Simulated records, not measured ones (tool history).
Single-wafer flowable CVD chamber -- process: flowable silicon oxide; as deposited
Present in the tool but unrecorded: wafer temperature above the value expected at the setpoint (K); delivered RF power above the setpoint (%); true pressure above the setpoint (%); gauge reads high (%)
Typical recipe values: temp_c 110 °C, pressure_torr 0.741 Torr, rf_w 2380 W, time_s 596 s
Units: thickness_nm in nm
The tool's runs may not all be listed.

run	hour	temp_c	pressure_torr	rf_w	time_s	wafers since the last listed run	hours since the last thermocouple change	hours since the last RF generator calibration	hours since the last manometer calibration	hours since the showerhead was replaced	hours since the gauge calibration	read-back reference wafer on the same gauge, thickness_nm	thickness_nm
1	0.0	110	0.741	2025	596	0	1951.3	2521.5	2150.7	4990.1	155.8	202.034	199.190
2	22.0	110	0.741	2025	596	89	1973.3	2543.5	2172.7	5012.1	177.8	202.103	197.177
3	41.4	110	0.741	2025	596	78	1992.7	2562.9	2192.1	5031.5	197.2	202.300	197.686
4	64.4	110	0.741	2380	596	93	2015.7	2585.9	2215.1	5054.5	220.2	202.117	203.863
5	84.8	110	0.741	2380	596	82	2036.1	2606.3	2235.5	5074.9	240.6	201.637	202.871
6	114.8	110	0.741	2380	596	121	2066.1	2636.3	2265.5	5104.9	270.6	201.770	203.473
# hour 136.1: RF generator calibrated
# hour 147.2: capacitance manometer re-zeroed and calibrated
7	148.4	110	0.741	2380	596	71	2099.7	12.3	1.2	5138.5	304.2	202.238	203.545
8	178.2	110	0.586	2565	676	121	2129.5	42.1	31.0	5168.3	334.0	202.106	183.795
9	191.9	110	0.741	2380	596	55	2143.2	55.8	44.7	5182.0	347.7	202.100	201.701
# hour 197.4: gauge calibrated
# hour 207.0: thermocouple changed; heater temperature recalibrated
# hour 215.2: showerhead replaced
10	227.6	110	0.670	2380	596	80	20.6	91.5	80.4	12.4	30.2	201.682	225.638
11	251.4	110	0.901	2380	596	96	44.4	115.3	104.2	36.2	54.0	202.307	301.896
12	287.1	120	0.741	2380	566	145	80.1	151.0	139.9	71.9	89.7	201.900	166.992
13	305.1	105	0.741	2380	596	73	98.1	169.0	157.9	89.9	107.7	202.182	298.615
14	331.6	110	0.741	2380	596	107	124.6	195.5	184.4	116.4	134.2	201.687	245.750

What if the next run were any one of these 3? Each begins from the tool's condition after run 14:
A	332.2	110	0.741	2380	596	2	125.2	196.1	185.0	117.0	134.8	?	?
B	332.2	110	0.741	2835	596	2	125.2	196.1	185.0	117.0	134.8	?	?
C	332.2	110	0.741	2250	596	2	125.2	196.1	185.0	117.0	134.8	?	?

run	read-back reference wafer on the same gauge, thickness_nm	thickness_nm
A	202.024	246.930
B	202.024	252.542
C	202.024	244.724
Stripped of hidden state, with their random variation kept, the same runs would have yielded:
run	thickness_nm
A	249.380
B	255.048
C	247.152
